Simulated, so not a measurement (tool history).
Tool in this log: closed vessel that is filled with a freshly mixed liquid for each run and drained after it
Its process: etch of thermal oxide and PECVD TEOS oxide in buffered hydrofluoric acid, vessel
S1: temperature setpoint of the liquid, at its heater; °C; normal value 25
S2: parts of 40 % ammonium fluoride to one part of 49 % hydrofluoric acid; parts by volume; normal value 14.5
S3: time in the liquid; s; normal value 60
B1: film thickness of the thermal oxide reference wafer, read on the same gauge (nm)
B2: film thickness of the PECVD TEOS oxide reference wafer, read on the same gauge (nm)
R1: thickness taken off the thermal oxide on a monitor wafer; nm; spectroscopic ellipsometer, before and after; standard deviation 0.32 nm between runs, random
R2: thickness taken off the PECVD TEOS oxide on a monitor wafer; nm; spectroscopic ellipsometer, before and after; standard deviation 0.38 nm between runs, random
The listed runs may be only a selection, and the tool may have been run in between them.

run    hour    S1    S2  S3     B1     B2      R1      R2
  1       0    25    10  60  59.99     40   80.36  123.07
  2    56.4    22    17  45  60.03     40   30.57   46.76
  3   133.3    25  14.5  45  59.99  40.01   41.89   64.71
  4   214.6    25  14.5  60     60  39.99   56.08   86.42
  5   257.1    25    10  60  60.01     40   81.27     123
      298.1  -- thermometer replaced, repeated, since the last time left the tool worse
  6   307.6  22.5    16  30  60.01  40.01   19.77   30.45
  7   415.2    25  14.5  60  59.97  40.02   50.22   77.37
  8   467.6    25  14.5  45  59.97     40   38.06   58.66
  9   504.3    20  14.5  60  59.99  40.02   38.61   58.89
 10   543.6    25  14.5  60  59.99  39.99   51.29   77.89
 11   596.2    21    10  40  59.99     40   39.37    59.7
 12   811.5    21  20.5  70  60.02  39.98   34.85   52.82
 13     919    25  14.5  60  60.01  39.98   51.53   78.46
 14  1001.1  22.5  19.5  90  60.03     40   50.79   77.96
     1018.1  -- hydrofluoric acid flow meter replaced
 15  1060.6  23.5    20  35  59.98  40.01   20.26    31.2
 16  1110.8    21  17.5  30  60.01  40.03   17.58   26.42
 17  1279.9    25  14.5  60  60.02  40.01   52.97   81.06
 18    1338    25    20  60  59.99     40   38.27   58.72
 19  1414.6    25    10  60  59.99  39.99   75.94  115.97
 20  1480.8    25    17  60  59.99  40.01   45.04   68.85
 21  1554.9    25  14.5  60  59.99  39.96   52.67   80.51
 22  1634.7  22.5   9.5  60  59.99  39.97   68.97  106.39
 23  1722.5    30   9.5  90  60.02  39.99  154.11  239.48
     1749.3  -- thermometer replaced
 24  1806.4    25  14.5  60  60.02  39.99   50.87   77.54
 25  1860.5    25  14.5  90  59.99  40.01   75.75  116.04

Each row is a separate what-if for the run after 25, all from the same tool condition, not one after another. Results?
  A  1861.2    25  14.5  70   ?   ?   ?   ?
  B  1861.2  23.5    12  80   ?   ?   ?   ?
  C  1861.2    23  19.5  60   ?   ?   ?   ?
  D  1861.2    21  14.5  60   ?   ?   ?   ?
  E  1861.2    25  16.5  70   ?   ?   ?   ?

run     B1     B2     R1      R2
  A  60.02  39.99  59.58   90.78
  B  60.02  39.99  75.54  115.08
  C  60.02  39.99   34.2   52.11
  D  60.02  39.99     41   62.46
  E  60.02  39.99  52.48   79.95
Without the tool's unlogged condition, the same runs would have read:
run     R1      R2
  A   59.2   90.19
  B  75.04  114.33
  C  33.98   51.77
  D  40.73   62.04
  E  52.14   79.43
